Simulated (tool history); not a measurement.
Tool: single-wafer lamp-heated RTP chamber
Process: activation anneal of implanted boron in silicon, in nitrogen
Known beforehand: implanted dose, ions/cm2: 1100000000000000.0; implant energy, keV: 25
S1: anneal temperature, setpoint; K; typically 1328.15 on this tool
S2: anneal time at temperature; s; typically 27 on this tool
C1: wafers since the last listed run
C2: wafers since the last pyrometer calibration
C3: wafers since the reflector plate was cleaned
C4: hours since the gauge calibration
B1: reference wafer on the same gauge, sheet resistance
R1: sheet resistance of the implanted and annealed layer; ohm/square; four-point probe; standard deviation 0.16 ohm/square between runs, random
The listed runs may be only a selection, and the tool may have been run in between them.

Run 1, day 0: usual settings; C1 0; C2 1071; C3 3121; C4 258.5; B1 117.96. Result: R1 107.37 ohm/square.
Run 2, day 1.3: usual settings; C1 621; C2 1693; C3 3743; C4 289.7; B1 117.83. Result: R1 107.45 ohm/square.
Run 3, day 3.946: usual settings; C1 1265; C2 2959; C3 5008; C4 353.2; B1 117.71. Result: R1 107.09 ohm/square.
Run 4, day 5.325: usual settings; C1 659; C2 3619; C3 5668; C4 386.3; B1 117.62. Result: R1 107.18 ohm/square.
Run 5, day 7.85: usual settings; C1 1207; C2 4826; C3 6876; C4 446.9; B1 117.52. Result: R1 106.79 ohm/square.
At day 10.05: pyrometer window cleaned and pyrometer calibrated.
At day 10.521: reflector plate cleaned.
Run 6, day 15.612: usual settings; C1 3394; C2 2501; C3 2435; C4 633.2; B1 117.25. Result: R1 106.82 ohm/square.
Run 7, day 17.962: usual settings; C1 1124; C2 3625; C3 3559; C4 689.6; B1 117.17. Result: R1 107.03 ohm/square.
Run 8, day 20.512: usual settings; C1 1219; C2 4845; C3 4779; C4 750.8; B1 117.13. Result: R1 106.77 ohm/square.
Run 9, day 23.329: usual settings; C1 1347; C2 6192; C3 6127; C4 818.4; B1 117.12. Result: R1 106.52 ohm/square.
At day 24.442: pyrometer window cleaned and pyrometer calibrated.
Run 10, day 25.121: usual settings; C1 697; C2 325; C3 6824; C4 861.4; B1 117.12. Result: R1 106.64 ohm/square.
Run 11, day 28.008: usual settings but S1 1313.15 K; C1 1381; C2 1706; C3 8205; C4 930.7; B1 116.99. Result: R1 107.63 ohm/square.
At day 29.279: reflector plate cleaned.
Run 12, day 32.983: usual settings but S1 1342.15 K; C1 2220; C2 3926; C3 1772; C4 1050.1; B1 117.04. Result: R1 106.01 ohm/square.
Run 13, day 34.146: usual settings but S1 1342.15 K; C1 556; C2 4483; C3 2328; C4 1078; B1 117.01. Result: R1 105.72 ohm/square.
Run 14, day 35.712: usual settings; C1 749; C2 5232; C3 3077; C4 1115.6; B1 116.97. Result: R1 106.73 ohm/square.
Run 15, day 37.662: usual settings but S1 1355.15 K, S2 39 s; C1 932; C2 6165; C3 4010; C4 1162.4; B1 116.97. Result: R1 104.51 ohm/square.
At day 38.979: pyrometer window cleaned and pyrometer calibrated.
Run 16, day 39.479: usual settings but S1 1313.15 K; C1 709; C2 239; C3 4719; C4 1206; B1 116.95. Result: R1 107.6 ohm/square.
Run 17, day 42.2: usual settings but S1 1318.15 K; C1 1301; C2 1540; C3 6021; C4 1271.3; B1 116.94. Result: R1 106.99 ohm/square.
Run 18, day 43.367: usual settings but S1 1318.15 K; C1 558; C2 2098; C3 6579; C4 1299.3; B1 116.88. Result: R1 107.17 ohm/square.
At day 44.183: gauge calibrated.
Run 19, day 46.142: usual settings but S1 1340.15 K, S2 32 s; C1 1327; C2 3426; C3 7906; C4 47; B1 118.82. Result: R1 107.34 ohm/square.
At day 46.967: reflector plate cleaned.
Run 20, day 48.988: usual settings but S1 1355.15 K, S2 37 s; C1 1201; C2 4627; C3 965; C4 115.3; B1 118.46. Result: R1 106.05 ohm/square.
At day 50.138: pyrometer window cleaned and pyrometer calibrated.
Run 21, day 50.892: usual settings but S1 1313.15 K, S2 39 s; C1 751; C2 360; C3 1717; C4 161; B1 118.27. Result: R1 107.96 ohm/square.
Run 22, day 53.571: usual settings but S1 1344.15 K, S2 20 s; C1 1281; C2 1641; C3 2998; C4 225.3; B1 118.09. Result: R1 107.43 ohm/square.
Run 23, day 54.954: usual settings; C1 661; C2 2303; C3 3660; C4 258.5; B1 118.02. Result: R1 107.54 ohm/square.
Run 24, day 56.354: usual settings but S1 1311.15 K, S2 33 s; C1 669; C2 2973; C3 4330; C4 292.1; B1 117.84. Result: R1 108.16 ohm/square.
Run 25, day 58.508: usual settings but S1 1350.15 K, S2 35 s; C1 1030; C2 4003; C3 5360; C4 343.8; B1 117.79. Result: R1 105.8 ohm/square.
Run 26, day 59.904: usual settings but S1 1338.15 K, S2 19 s; C1 667; C2 4671; C3 6028; C4 377.3; B1 117.68. Result: R1 107.69 ohm/square.
Run 27, day 62.371: usual settings but S1 1318.15 K, S2 41 s; C1 1179; C2 5851; C3 7208; C4 436.5; B1 117.62. Result: R1 107.06 ohm/square.
At day 63.479: pyrometer window cleaned and pyrometer calibrated.
Run 28, day 63.5: usual settings; C1 380; C2 9; C3 7588; C4 463.6; B1 117.54. Result: R1 106.91 ohm/square.

Forecast each of these 3 alternatives for the next run:
Run A, day 63.517: usual settings but S2 38 s; C1 7; C2 17; C3 7596; C4 464; B1 ?. Result: R1 ?.
Run B, day 63.517: usual settings but S1 1345.15 K, S2 41 s; C1 7; C2 17; C3 7596; C4 464; B1 ?. Result: R1 ?.
Run C, day 63.517: usual settings but S1 1353.15 K, S2 32 s; C1 7; C2 17; C3 7596; C4 464; B1 ?. Result: R1 ?.

run      B1      R1
  A  117.56  106.43
  B  117.56  105.37
  C  117.56  105.55
With the hidden condition removed and each run's random variation left untouched, the same runs would have given:
run      R1
  A  107.76
  B  106.69
  C  106.87

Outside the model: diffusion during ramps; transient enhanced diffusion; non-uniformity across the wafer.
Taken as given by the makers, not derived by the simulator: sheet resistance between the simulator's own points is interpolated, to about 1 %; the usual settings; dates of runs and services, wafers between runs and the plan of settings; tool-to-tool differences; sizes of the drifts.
